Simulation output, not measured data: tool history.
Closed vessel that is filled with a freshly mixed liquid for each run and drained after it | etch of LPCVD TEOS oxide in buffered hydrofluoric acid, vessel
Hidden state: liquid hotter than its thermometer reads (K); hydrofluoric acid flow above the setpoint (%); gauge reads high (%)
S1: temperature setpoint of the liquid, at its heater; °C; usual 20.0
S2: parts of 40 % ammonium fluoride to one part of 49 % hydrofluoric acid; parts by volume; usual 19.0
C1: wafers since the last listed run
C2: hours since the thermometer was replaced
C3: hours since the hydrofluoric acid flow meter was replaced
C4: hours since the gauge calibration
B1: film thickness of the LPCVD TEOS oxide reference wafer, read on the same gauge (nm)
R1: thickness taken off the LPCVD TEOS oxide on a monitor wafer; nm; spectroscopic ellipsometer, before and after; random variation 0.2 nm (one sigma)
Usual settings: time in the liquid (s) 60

{"run": 1, "hour": 0.0, "S1": 20.0, "S2": 19.0, "time in the liquid (s)": 60, "C1": 0, "C2": 1486.8, "C3": 157.7, "C4": 798.3, "B1": 110.0, "R1": 57.73}
{"run": 2, "hour": 42.6, "S1": 20.0, "S2": 19.0, "time in the liquid (s)": 60, "C1": 3297, "C2": 1529.4, "C3": 200.3, "C4": 840.9, "B1": 110.0, "R1": 58.19}
{"run": 3, "hour": 78.8, "S1": 20.0, "S2": 19.0, "time in the liquid (s)": 60, "C1": 2802, "C2": 1565.6, "C3": 236.5, "C4": 877.1, "B1": 110.01, "R1": 57.94}
{"run": 4, "hour": 151.0, "S1": 21.5, "S2": 19.0, "time in the liquid (s)": 60, "C1": 5589, "C2": 1637.8, "C3": 308.7, "C4": 949.3, "B1": 110.0, "R1": 63.05}
{"run": 5, "hour": 237.8, "S1": 21.5, "S2": 19.0, "time in the liquid (s)": 60, "C1": 6719, "C2": 1724.6, "C3": 395.5, "C4": 1036.1, "B1": 110.02, "R1": 63.2}
{"run": 6, "hour": 318.1, "S1": 21.5, "S2": 19.0, "time in the liquid (s)": 60, "C1": 6216, "C2": 1804.9, "C3": 475.8, "C4": 1116.4, "B1": 109.98, "R1": 63.6}
{"run": 7, "hour": 381.8, "S1": 20.0, "S2": 19.0, "time in the liquid (s)": 60, "C1": 4931, "C2": 1868.6, "C3": 539.5, "C4": 1180.1, "B1": 109.97, "R1": 58.59}
{"run": 8, "hour": 459.5, "S1": 20.0, "S2": 19.0, "time in the liquid (s)": 60, "C1": 6014, "C2": 1946.3, "C3": 617.2, "C4": 1257.8, "B1": 109.99, "R1": 58.41}
{"run": 9, "hour": 534.5, "S1": 20.0, "S2": 19.0, "time in the liquid (s)": 60, "C1": 5805, "C2": 2021.3, "C3": 692.2, "C4": 1332.8, "B1": 110.0, "R1": 58.96}
{"run": 10, "hour": 645.0, "S1": 20.0, "S2": 19.0, "time in the liquid (s)": 60, "C1": 8553, "C2": 2131.8, "C3": 802.7, "C4": 1443.3, "B1": 110.0, "R1": 58.9}
{"run": 11, "hour": 719.6, "S1": 23.5, "S2": 22.0, "time in the liquid (s)": 60, "C1": 5774, "C2": 2206.4, "C3": 877.3, "C4": 1517.9, "B1": 110.0, "R1": 63.12}
{"hour": 761.8, "done": "thermometer replaced"}
{"run": 12, "hour": 810.3, "S1": 20.0, "S2": 19.0, "time in the liquid (s)": 60, "C1": 6943, "C2": 48.5, "C3": 968.0, "C4": 1608.6, "B1": 110.01, "R1": 58.86}
{"run": 13, "hour": 851.6, "S1": 20.0, "S2": 19.0, "time in the liquid (s)": 60, "C1": 3197, "C2": 89.8, "C3": 1009.3, "C4": 1649.9, "B1": 110.01, "R1": 59.23}
{"run": 14, "hour": 930.4, "S1": 20.0, "S2": 19.0, "time in the liquid (s)": 60, "C1": 6099, "C2": 168.6, "C3": 1088.1, "C4": 1728.7, "B1": 110.01, "R1": 59.47}
{"run": 15, "hour": 969.2, "S1": 23.5, "S2": 15.0, "time in the liquid (s)": 35, "C1": 3003, "C2": 207.4, "C3": 1126.9, "C4": 1767.5, "B1": 109.99, "R1": 52.94}
{"run": 16, "hour": 1050.3, "S1": 22.5, "S2": 19.0, "time in the liquid (s)": 60, "C1": 6278, "C2": 288.5, "C3": 1208.0, "C4": 1848.6, "B1": 110.0, "R1": 68.24}
{"run": 17, "hour": 1119.8, "S1": 20.0, "S2": 12.0, "time in the liquid (s)": 75, "C1": 5380, "C2": 358.0, "C3": 1277.5, "C4": 1918.1, "B1": 110.0, "R1": 117.92}
{"hour": 1139.6, "done": "hydrofluoric acid flow meter replaced"}
{"run": 18, "hour": 1214.4, "S1": 22.0, "S2": 21.0, "time in the liquid (s)": 35, "C1": 7245, "C2": 452.6, "C3": 74.8, "C4": 2012.7, "B1": 110.01, "R1": 34.27}
{"run": 19, "hour": 1305.0, "S1": 20.0, "S2": 21.0, "time in the liquid (s)": 50, "C1": 7013, "C2": 543.2, "C3": 165.4, "C4": 2103.3, "B1": 109.98, "R1": 43.98}
{"hour": 1315.8, "done": "gauge calibrated"}
{"run": 20, "hour": 1386.2, "S1": 20.0, "S2": 19.0, "time in the liquid (s)": 60, "C1": 6285, "C2": 624.4, "C3": 246.6, "C4": 70.4, "B1": 110.0, "R1": 57.43}
{"run": 21, "hour": 1462.4, "S1": 17.0, "S2": 19.0, "time in the liquid (s)": 60, "C1": 5898, "C2": 700.6, "C3": 322.8, "C4": 146.6, "B1": 109.99, "R1": 48.99}
{"run": 22, "hour": 1520.8, "S1": 23.5, "S2": 22.0, "time in the liquid (s)": 70, "C1": 4520, "C2": 759.0, "C3": 381.2, "C4": 205.0, "B1": 110.0, "R1": 72.8}
{"run": 23, "hour": 1718.6, "S1": 20.0, "S2": 12.0, "time in the liquid (s)": 60, "C1": 15311, "C2": 956.8, "C3": 579.0, "C4": 402.8, "B1": 109.98, "R1": 91.45}
{"run": 24, "hour": 1789.9, "S1": 24.0, "S2": 19.0, "time in the liquid (s)": 60, "C1": 5519, "C2": 1028.1, "C3": 650.3, "C4": 474.1, "B1": 110.0, "R1": 72.77}
{"run": 25, "hour": 1844.0, "S1": 20.0, "S2": 19.0, "time in the liquid (s)": 60, "C1": 4187, "C2": 1082.2, "C3": 704.4, "C4": 528.2, "B1": 110.01, "R1": 58.45}
{"run": 26, "hour": 1885.8, "S1": 17.0, "S2": 19.0, "time in the liquid (s)": 85, "C1": 3235, "C2": 1124.0, "C3": 746.2, "C4": 570.0, "B1": 109.97, "R1": 70.41}
{"run": 27, "hour": 1951.9, "S1": 23.0, "S2": 16.0, "time in the liquid (s)": 30, "C1": 5116, "C2": 1190.1, "C3": 812.3, "C4": 636.1, "B1": 109.99, "R1": 40.89}

Forecast each of these 4 alternatives for the next run:
{"run": "A", "hour": 1952.6, "S1": 20.0, "S2": 19.0, "time in the liquid (s)": 60, "C1": 54, "C2": 1190.8, "C3": 813.0, "C4": 636.8, "B1": "?", "R1": "?"}
{"run": "B", "hour": 1952.6, "S1": 20.0, "S2": 19.0, "time in the liquid (s)": 70, "C1": 54, "C2": 1190.8, "C3": 813.0, "C4": 636.8, "B1": "?", "R1": "?"}
{"run": "C", "hour": 1952.6, "S1": 17.0, "S2": 26.5, "time in the liquid (s)": 85, "C1": 54, "C2": 1190.8, "C3": 813.0, "C4": 636.8, "B1": "?", "R1": "?"}
{"run": "D", "hour": 1952.6, "S1": 20.0, "S2": 13.5, "time in the liquid (s)": 60, "C1": 54, "C2": 1190.8, "C3": 813.0, "C4": 636.8, "B1": "?", "R1": "?"}

run=A B1=110.00 R1=58.45
run=B B1=110.00 R1=68.19
run=C B1=110.00 R1=54.22
run=D B1=110.00 R1=81.83
Without the tool's hidden state the same runs would have given:
run=A R1=56.90
run=B R1=66.39
run=C R1=53.20
run=D R1=79.67
